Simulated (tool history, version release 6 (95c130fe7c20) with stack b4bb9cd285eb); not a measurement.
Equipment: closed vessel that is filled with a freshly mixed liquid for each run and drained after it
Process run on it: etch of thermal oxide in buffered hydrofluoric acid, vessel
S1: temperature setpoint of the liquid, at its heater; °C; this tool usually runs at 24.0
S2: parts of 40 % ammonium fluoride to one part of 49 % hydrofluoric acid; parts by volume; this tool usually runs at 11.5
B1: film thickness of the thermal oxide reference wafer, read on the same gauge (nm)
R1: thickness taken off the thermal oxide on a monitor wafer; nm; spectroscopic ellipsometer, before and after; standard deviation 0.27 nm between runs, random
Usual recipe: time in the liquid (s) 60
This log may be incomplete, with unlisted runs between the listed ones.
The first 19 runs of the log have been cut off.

run 20 hour=301.4 | S1=24.0 S2=11.5 time_in_the_liquid_(s)=60 | B1=100.01 | R1=59.52
run 21 hour=313.5 | S1=24.0 S2=11.5 time_in_the_liquid_(s)=60 | B1=99.97 | R1=60.33
run 22 hour=327.8 | S1=26.5 S2=15.5 time_in_the_liquid_(s)=60 | B1=100.02 | R1=50.98
run 23 hour=345.4 | S1=21.5 S2=9.5 time_in_the_liquid_(s)=40 | B1=100.03 | R1=41.56
run 24 hour=351.5 | S1=24.0 S2=11.5 time_in_the_liquid_(s)=60 | B1=100.02 | R1=59.60
run 25 hour=366.6 | S1=27.5 S2=15.5 time_in_the_liquid_(s)=30 | B1=99.95 | R1=26.70
run 26 hour=376.7 | S1=19.0 S2=10.0 time_in_the_liquid_(s)=75 | B1=99.94 | R1=64.83
run 27 hour=424.3 | S1=24.0 S2=11.5 time_in_the_liquid_(s)=95 | B1=100.03 | R1=94.66
run 28 hour=431.8 | S1=24.0 S2=11.5 time_in_the_liquid_(s)=60 | B1=100.01 | R1=59.89
run 29 hour=446.2 | S1=24.0 S2=9.5 time_in_the_liquid_(s)=60 | B1=100.02 | R1=71.95
run 30 hour=456.2 | S1=22.5 S2=16.0 time_in_the_liquid_(s)=60 | B1=100.02 | R1=39.49
run 31 hour=470.8 | S1=24.0 S2=7.5 time_in_the_liquid_(s)=60 | B1=100.05 | R1=88.62
run 32 hour=477.6 | S1=22.5 S2=15.0 time_in_the_liquid_(s)=60 | B1=100.05 | R1=42.49
run 33 hour=484.3 | S1=24.0 S2=11.5 time_in_the_liquid_(s)=30 | B1=99.99 | R1=29.89
run 34 hour=496.8 | S1=24.0 S2=15.0 time_in_the_liquid_(s)=60 | B1=99.97 | R1=46.03

Consider 3 possible next runs. They are alternatives, not a sequence: every one starts from the tool as it was left by run 34. What does each give?
run A hour=497.5 | S1=24.0 S2=11.5 time_in_the_liquid_(s)=60 | B1=? | R1=?
run B hour=497.5 | S1=24.0 S2=8.5 time_in_the_liquid_(s)=90 | B1=? | R1=?
run C hour=497.5 | S1=20.0 S2=7.5 time_in_the_liquid_(s)=70 | B1=? | R1=?

run=A B1=100.00 R1=59.53
run=B B1=100.00 R1=115.92
run=C B1=100.00 R1=82.87
Without the tool's hidden state the same runs would have given:
run=A R1=59.61
run=B R1=116.49
run=C R1=83.20
